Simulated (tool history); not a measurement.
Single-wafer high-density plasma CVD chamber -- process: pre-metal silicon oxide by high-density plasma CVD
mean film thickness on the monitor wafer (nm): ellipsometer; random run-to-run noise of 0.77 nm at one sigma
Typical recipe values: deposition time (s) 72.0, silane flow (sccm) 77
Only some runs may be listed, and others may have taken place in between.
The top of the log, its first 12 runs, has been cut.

| run | hour | deposition time (s) | silane flow (sccm) | read-back reference wafer on the same gauge, thickness_nm | mean film thickness on the monitor wafer (nm) |
|---|---|---|---|---|---|
| 13 | 146.1 | 72.0 | 77 | 599.236 | 541.479 |
| 14 | 155.7 | 72.0 | 82 | 598.722 | 568.800 |
| 15 | 163.0 | 72.0 | 82 | 598.929 | 570.233 |
| 16 | 171.3 | 72.0 | 77 | 598.913 | 543.450 |
|  | 181.2 | silane flow controller replaced |
| 17 | 181.7 | 79.3 | 81 | 599.236 | 587.663 |
| 18 | 194.3 | 77.0 | 83 | 599.042 | 579.831 |
| 19 | 206.6 | 79.8 | 62 | 598.797 | 483.499 |
| 20 | 219.3 | 72.0 | 77 | 598.845 | 513.394 |
| 21 | 259.4 | 72.0 | 84 | 598.940 | 548.218 |
| 22 | 268.2 | 72.0 | 88 | 599.000 | 567.404 |
| 23 | 280.5 | 62.7 | 88 | 598.676 | 495.886 |
|  | 285.0 | gauge calibrated |
| 24 | 291.3 | 67.6 | 70 | 599.024 | 447.999 |
| 25 | 301.2 | 75.7 | 62 | 598.906 | 458.240 |
| 26 | 318.6 | 76.0 | 72 | 598.740 | 513.326 |
| 27 | 326.7 | 79.3 | 92 | 598.937 | 648.767 |

The next listed run, before its measurement:
| 28 | 337.6 | 59.1 | 63 | ? | ? |

Logged for run 28: read-back reference wafer on the same gauge, thickness_nm 599.251, mean film thickness on the monitor wafer (nm) 362.413.
Minus the tool's unlogged condition, the same run would have read mean film thickness on the monitor wafer (nm) 362.048.
